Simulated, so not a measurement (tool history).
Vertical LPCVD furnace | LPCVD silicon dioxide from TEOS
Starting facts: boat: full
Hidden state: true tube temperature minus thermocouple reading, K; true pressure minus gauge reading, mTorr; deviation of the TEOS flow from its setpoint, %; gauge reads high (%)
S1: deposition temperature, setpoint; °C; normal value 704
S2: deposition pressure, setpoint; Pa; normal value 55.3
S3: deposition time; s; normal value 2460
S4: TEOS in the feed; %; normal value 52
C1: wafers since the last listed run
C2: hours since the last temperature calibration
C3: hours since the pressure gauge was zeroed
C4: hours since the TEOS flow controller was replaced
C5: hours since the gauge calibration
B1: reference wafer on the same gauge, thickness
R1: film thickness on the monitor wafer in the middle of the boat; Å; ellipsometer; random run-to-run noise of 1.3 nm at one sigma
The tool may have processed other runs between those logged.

run	hour	S1	S2	S3	S4	C1	C2	C3	C4	C5	B1	R1
1	0	704	64.7	2790	52	0	1241.5	3180.7	2284.7	1109.1	322.89	4070.8
2	37.9	704	55.3	2460	52	566	1279.4	3218.6	2322.6	1147	322.88	3348.3
3	80.7	704	55.3	2460	52	639	1322.2	3261.4	2365.4	1189.8	323	3345.1
4	149.8	704	55.3	2460	52	1032	1391.3	3330.5	2434.5	1258.9	323.04	3336.8
5	303	704	55.3	2460	48	2288	1544.5	3483.7	2587.7	1412.1	322.86	3223.8
6	366.1	704	55.3	2460	48	942	1607.6	3546.8	2650.8	1475.2	322.83	3235.2
7	442.4	704	55.3	2460	52	1139	1683.9	3623.1	2727.1	1551.5	323.01	3355.3
8	476.7	704	55.3	2460	52	512	1718.2	3657.4	2761.4	1585.8	322.86	3358.7
9	521.8	704	55.3	2460	52	673	1763.3	3702.5	2806.5	1630.9	323.34	3346.8
10	576.7	704	55.3	2070	52	819	1818.2	3757.4	2861.4	1685.8	322.94	2849
11	607.5	704	55.3	2070	52	460	1849	3788.2	2892.2	1716.6	323.06	2829.5
12	639.1	704	55.3	2460	52	471	1880.6	3819.8	2923.8	1748.2	323.2	3363.6
# hour 752.1: gauge calibrated
13	789.2	704	55.3	2460	52	2241	2030.7	3969.9	3073.9	37.1	323.09	3383.8
14	839.3	704	55.3	3060	62	748	2080.8	4020	3124	87.2	322.96	4542.6
15	901.9	714	55.3	2850	52	934	2143.4	4082.6	3186.6	149.8	322.9	4917.8
# hour 938.2: TEOS flow controller replaced
16	938.7	704	55.3	2460	52	191	2180.2	4119.4	0.5	186.6	322.87	3360.3
17	984.6	693	58.7	1710	52	685	2226.1	4165.3	46.4	232.5	323.07	1877.9
18	1013.3	704	55.3	3060	52	428	2254.8	4194	75.1	261.2	322.94	4194.4
# hour 1058.8: pressure gauge zeroed
# hour 1064.5: thermocouples replaced and temperature profile calibrated
19	1066.8	704	55.3	2070	52	354	2.3	8	128.6	314.7	323	2709.1
20	1130.9	716	55.3	2460	52	957	66.4	72.1	192.7	378.8	323.01	4252.2
21	1193.4	700	50.7	2190	60	933	128.9	134.6	255.2	441.3	322.88	2682.8
22	1257.9	704	69.3	2220	52	963	193.4	199.1	319.7	505.8	323.06	3288
23	1326.9	704	55.3	2460	52	1030	262.4	268.1	388.7	574.8	323.44	3284.3
24	1388.8	704	55.3	2460	52	924	324.3	330	450.6	636.7	323.06	3283
25	1422.9	704	55.3	2460	49	509	358.4	364.1	484.7	670.8	322.97	3169
26	1486.4	704	55.3	2460	52	948	421.9	427.6	548.2	734.3	322.91	3272.6
27	1542.8	704	55.3	2460	52	842	478.3	484	604.6	790.7	322.98	3285.5
28	1577	704	66	2460	59	510	512.5	518.2	638.8	824.9	323.23	3842
29	1640	711	51.3	2460	45	940	575.5	581.2	701.8	887.9	322.95	3468.6
30	1709.3	704	55.3	2460	52	1035	644.8	650.5	771.1	957.2	323.15	3295
31	1748.5	696	55.3	2730	52	585	684	689.7	810.3	996.4	323.28	3037.4

What differs in the tool's unlogged condition from the final listed run ahead of each entry between runs to the first listed run following it?
Runs 12 to 13: gauge calibrated (hour 752.1)
  true tube temperature minus thermocouple reading, K: 2.07 -> 2.11
  the result without the hidden state subtracted from the measured one, R1: +156.3 -> +160.1 Å
Runs 15 to 16: TEOS flow controller replaced (hour 938.2)
  true tube temperature minus thermocouple reading, K: 2.13 -> 2.14
  the result without the hidden state subtracted from the measured one, R1: +230.5 -> +161.2 Å
Runs 18 to 19: pressure gauge zeroed (hour 1058.8); thermocouples replaced and temperature profile calibrated (hour 1064.5)
  true tube temperature minus thermocouple reading, K: 2.15 -> 0.14
  the result without the hidden state subtracted from the measured one, R1: +202.6 -> +8.7 Å
